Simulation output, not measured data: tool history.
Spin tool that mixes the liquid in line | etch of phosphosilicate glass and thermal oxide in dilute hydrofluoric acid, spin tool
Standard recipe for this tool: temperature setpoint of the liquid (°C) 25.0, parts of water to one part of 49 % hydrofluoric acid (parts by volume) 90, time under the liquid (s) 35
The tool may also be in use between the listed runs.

run,hour,temperature setpoint of the liquid (°C),parts of water to one part of 49 % hydrofluoric acid (parts by volume),time under the liquid (s),"read-back film thickness of the phosphosilicate glass reference wafer, read on the same gauge (nm)","read-back film thickness of the thermal oxide reference wafer, read on the same gauge (nm)",thickness taken off the phosphosilicate glass on a monitor wafer (nm),thickness taken off the thermal oxide on a monitor wafer (nm)
1,0.0,28.5,90,35,90.03,149.996,28.66,1.927
2,12.6,25.0,90,35,89.97,149.990,24.93,1.640
# hour 47.8: hydrofluoric acid flow meter replaced
3,48.3,28.0,45,35,89.99,150.018,59.46,3.903
4,79.0,25.0,90,20,90.01,150.011,13.95,0.975
5,92.8,26.5,90,50,90.00,150.034,37.36,2.496
6,115.4,25.0,90,35,89.97,150.001,24.18,1.642
7,140.4,21.0,120,35,90.00,149.991,14.94,0.994
8,157.6,25.0,90,35,90.00,150.004,23.91,1.601
9,188.5,27.5,50,20,90.00,150.018,28.45,1.907
10,202.0,25.0,90,35,89.97,150.032,24.17,1.626
11,235.7,25.0,90,35,90.01,150.008,23.48,1.605
12,251.2,27.0,90,25,90.01,150.015,18.14,1.228
13,279.9,25.0,90,35,90.01,149.981,23.76,1.547
# hour 288.4: gauge calibrated
14,327.5,25.0,90,35,90.01,149.997,23.42,1.548
15,340.7,25.0,60,35,90.02,149.995,36.34,2.515
16,363.4,25.0,90,25,89.98,149.980,16.77,1.122
17,380.5,23.5,90,20,90.04,150.011,12.50,0.862
18,397.9,25.0,90,50,89.99,150.034,33.24,2.203
19,423.2,22.0,135,50,89.94,150.020,18.60,1.263
# hour 451.0: thermometer replaced
20,457.6,28.5,115,35,90.03,149.981,21.88,1.443
21,474.9,28.5,110,45,89.99,150.021,29.26,1.964
22,507.9,25.0,90,45,89.97,150.005,32.32,2.153
23,543.0,25.0,90,35,90.01,149.984,25.02,1.701
24,576.4,21.0,65,50,89.97,150.035,43.08,2.918
25,611.3,25.0,90,35,89.99,150.003,24.71,1.639
26,636.9,25.0,90,35,90.01,149.997,24.52,1.642

Each row is a separate what-if for the run after 26, all from the same tool condition, not one after another. Results?
A,637.3,25.0,45,35,?,?,?,?
B,637.3,26.5,90,35,?,?,?,?
C,637.3,25.0,105,35,?,?,?,?
D,637.3,22.0,90,35,?,?,?,?

run,"read-back film thickness of the phosphosilicate glass reference wafer, read on the same gauge (nm)","read-back film thickness of the thermal oxide reference wafer, read on the same gauge (nm)",thickness taken off the phosphosilicate glass on a monitor wafer (nm),thickness taken off the thermal oxide on a monitor wafer (nm)
A,89.98,150.007,52.01,3.551
B,89.98,150.007,26.04,1.778
C,89.98,150.007,20.64,1.410
D,89.98,150.007,21.73,1.484
The same runs, with their run-to-run variation unchanged, on a tool lacking any hidden condition would have given:
run,thickness taken off the phosphosilicate glass on a monitor wafer (nm),thickness taken off the thermal oxide on a monitor wafer (nm)
A,54.19,3.700
B,27.08,1.849
C,21.47,1.466
D,22.64,1.546
